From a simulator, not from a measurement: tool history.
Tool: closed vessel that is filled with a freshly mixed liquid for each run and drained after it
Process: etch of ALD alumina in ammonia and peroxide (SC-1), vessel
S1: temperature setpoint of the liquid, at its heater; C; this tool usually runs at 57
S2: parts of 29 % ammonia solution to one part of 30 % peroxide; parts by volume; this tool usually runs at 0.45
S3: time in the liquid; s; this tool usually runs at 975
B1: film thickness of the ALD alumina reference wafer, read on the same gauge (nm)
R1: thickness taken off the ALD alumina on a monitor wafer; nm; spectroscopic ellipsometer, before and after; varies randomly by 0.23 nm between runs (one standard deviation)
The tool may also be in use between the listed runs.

Run 1, hour 0: usual settings; B1 139.98. Result: R1 60.88 nm.
Run 2, hour 36.6: usual settings; B1 139.99. Result: R1 60.8 nm.
Run 3, hour 113.6: usual settings; B1 139.99. Result: R1 61.44 nm.
Run 4, hour 191.8: usual settings; B1 140. Result: R1 60.89 nm.
Run 5, hour 299.6: usual settings but S1 62 C, S3 1130 s; B1 140.01. Result: R1 92.05 nm.
Run 6, hour 381: usual settings but S1 62 C, S3 1130 s; B1 139.99. Result: R1 91.93 nm.
Run 7, hour 447.2: usual settings but S1 62 C, S3 1130 s; B1 140.01. Result: R1 92.03 nm.
Run 8, hour 514.8: usual settings; B1 140. Result: R1 61.87 nm.
At hour 571.9: new drum of ammonia solution connected.
Run 9, hour 618.3: usual settings; B1 140.01. Result: R1 62.11 nm.
Run 10, hour 671.6: usual settings; B1 140.01. Result: R1 62 nm.
Run 11, hour 708.8: usual settings; B1 140.02. Result: R1 62 nm.
Run 12, hour 771.8: usual settings but S1 54 C, S3 715 s; B1 140. Result: R1 38.79 nm.
Run 13, hour 854.9: usual settings but S1 63.5 C, S2 0.35 parts by volume, S3 600 s; B1 140. Result: R1 52.1 nm.
Run 14, hour 897.8: usual settings; B1 139.99. Result: R1 62.56 nm.
At hour 899.6: thermometer replaced.
Run 15, hour 962.7: usual settings but S1 51 C, S2 0.6 parts by volume, S3 560 s; B1 140.03. Result: R1 25.79 nm.
At hour 977.8: ammonia flow meter replaced.
Run 16, hour 999.5: usual settings but S1 47.5 C, S2 0.4 parts by volume, S3 1465 s; B1 139.99. Result: R1 53.01 nm.
Run 17, hour 1043.8: usual settings but S1 65 C, S2 0.35 parts by volume, S3 1310 s; B1 140. Result: R1 118.73 nm.
Run 18, hour 1114.6: usual settings but S2 0.35 parts by volume; B1 140. Result: R1 59.02 nm.
At hour 1150.9: gauge calibrated.
Run 19, hour 1154.5: usual settings but S1 64.5 C, S3 665 s; B1 139.99. Result: R1 59.91 nm.
Run 20, hour 1228.2: usual settings; B1 140. Result: R1 60.05 nm.
Run 21, hour 1267: usual settings; B1 140. Result: R1 60.66 nm.
Run 22, hour 1357.8: usual settings but S1 61.5 C, S2 0.55 parts by volume, S3 1135 s; B1 139.99. Result: R1 90.22 nm.
Run 23, hour 1444.3: usual settings but S1 51 C, S2 0.4 parts by volume, S3 1465 s; B1 139.99. Result: R1 65.62 nm.

Here are 3 independent what-if runs from the current tool condition. What would each one return?
Run A, hour 1445.2: usual settings but S3 1325 s; B1 ?. Result: R1 ?.
Run B, hour 1445.2: usual settings but S1 51.5 C, S3 1255 s; B1 ?. Result: R1 ?.
Run C, hour 1445.2: usual settings but S2 0.3 parts by volume; B1 ?. Result: R1 ?.

run   B1     R1
  A  140  82.82
  B  140  58.53
  C  140  58.65
Had the tool no hidden state, the same runs would have come out as:
run     R1
  A  81.02
  B   57.2
  C  57.37
